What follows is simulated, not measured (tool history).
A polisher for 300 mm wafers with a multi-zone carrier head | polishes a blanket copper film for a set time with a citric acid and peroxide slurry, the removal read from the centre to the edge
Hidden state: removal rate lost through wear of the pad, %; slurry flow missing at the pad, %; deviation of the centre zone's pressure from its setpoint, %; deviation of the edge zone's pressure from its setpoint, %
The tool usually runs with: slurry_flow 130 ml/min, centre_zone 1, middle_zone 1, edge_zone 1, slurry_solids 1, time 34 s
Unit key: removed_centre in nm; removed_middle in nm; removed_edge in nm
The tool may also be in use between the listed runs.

run   hour  slurry_flow  centre_zone  middle_zone  edge_zone  slurry_solids  time  wafers since the last listed run  wafers polished on this pad  hours since the slurry nozzle was cleaned  hours since the centre zone pressure was calibrated  hours since the edge zone pressure was calibrated  hours since the carrier head's membrane was replaced  incoming thickness of the incoming film, nm  removed_centre  removed_middle  removed_edge
  1      0          130            1            1          1              1    43                                 0                            6                                        9.9                                                821.4                                               14.5                                                1114.2                                        922.8            76.5            75.9          75.7
  2   47.7           95            1         0.97          1              1    34                               643                          649                                       57.6                                                869.1                                               62.2                                                1161.9                                        927.3            55.2            53.2          55.9
  3   80.9          145         1.09            1        0.9           1.25    34                               447                         1097                                       90.8                                                902.3                                               95.4                                                1195.1                                        911.3            67.8            63.7          57.6
  4  132.2          130            1            1       0.97            1.3    45                               691                         1789                                      142.1                                                953.6                                              146.7                                                1246.4                                        930.2            82.1            81.2          78.9
  5  202.6          130            1          1.1          1              1    34                               949                         2738                                      212.5                                                 1024                                              217.1                                                1316.8                                        917.4            58.1            63.2          56.8
  6  266.6          130            1         1.09          1           0.75    34                               863                         3601                                      276.5                                                 1088                                              281.1                                                1380.8                                        924.3            55.6            59.5          53.7
  7  331.1           85            1         0.92          1              1    27                               869                         4471                                        341                                               1152.5                                              345.6                                                1445.3                                          921            38.5            36.8          39.4
     357.4  -- edge zone pressure recalibrated
     367.4  -- worn pad replaced by a new one
  8  372.1          130            1         0.88        0.9              1    38                               472                           63                                        382                                               1193.5                                               14.7                                                1486.3                                        932.2            68.4            61.2          61.6
  9  421.3          100            1            1          1           0.85    34                               663                          727                                      431.2                                               1242.7                                               63.9                                                1535.5                                        910.6            54.5            54.1            54
     428.2  -- slurry nozzle cleaned
     441.7  -- carrier head's membrane replaced by a new one
 10  469.6          130            1            1          1              1    34                               570                         1297                                       41.4                                                 1291                                              112.2                                                  27.9                                        930.5            59.2            58.6          56.9
 11    503          130            1            1       1.05              1    34                               450                         1748                                       74.8                                               1324.4                                              145.6                                                  61.3                                        925.5            59.5            58.8          59.1
 12  539.2           85            1            1       1.07              1    27                               488                         2236                                        111                                               1360.6                                              181.8                                                  97.5                                        918.9            39.9            40.2          43.1
       563  -- centre zone pressure recalibrated
 13  574.9          130            1            1          1              1    34                               454                         2691                                      146.7                                                 11.9                                              217.5                                                 133.2                                        918.9            58.6            57.9          58.4
 14    675          130            1         0.88       1.05              1    34                              1350                         4041                                      246.8                                                  112                                              317.6                                                 233.3                                        904.4              57            50.5          57.6
 15  735.3          130            1         1.04          1              1    34                               813                         4854                                      307.1                                                172.3                                              377.9                                                 293.6                                        915.4            56.3            57.7          53.9
     749.9  -- edge zone pressure recalibrated
 16  798.3          130            1            1       0.92              1    34                               822                         5677                                      370.1                                                235.3                                               48.4                                                 356.6                                        927.8              56            55.2          52.4
     813.4  -- worn pad replaced by a new one
     847.4  -- slurry nozzle cleaned
 17  860.4          130         1.04         1.06        1.1            0.9    34                               770                          621                                         13                                                297.4                                              110.5                                                 418.7                                        910.1              61            61.8          60.9
 18  889.2          130            1            1          1              1    34                               388                         1009                                       41.8                                                326.2                                              139.3                                                 447.5                                        924.8            61.4            59.7          59.6
 19  931.4          175          1.1         0.94          1              1    34                               569                         1578                                         84                                                368.4                                              181.5                                                 489.7                                        911.1            68.2            59.7          60.4

Estimate the outcome of run 20 from the log above:
 20  996.7          130         1.11          1.1       1.06              1    39                               880                         2459                                      149.3                                                433.7                                              246.8                                                   555                                          917               ?               ?             ?

removed_centre: 73.5 nm
removed_middle: 71.2 nm
removed_edge: 66.1 nm
On a tool with no hidden condition, and with the same random variation, this run would have come out at removed_centre 76.7 nm, removed_middle 74.3 nm, removed_edge 69 nm.
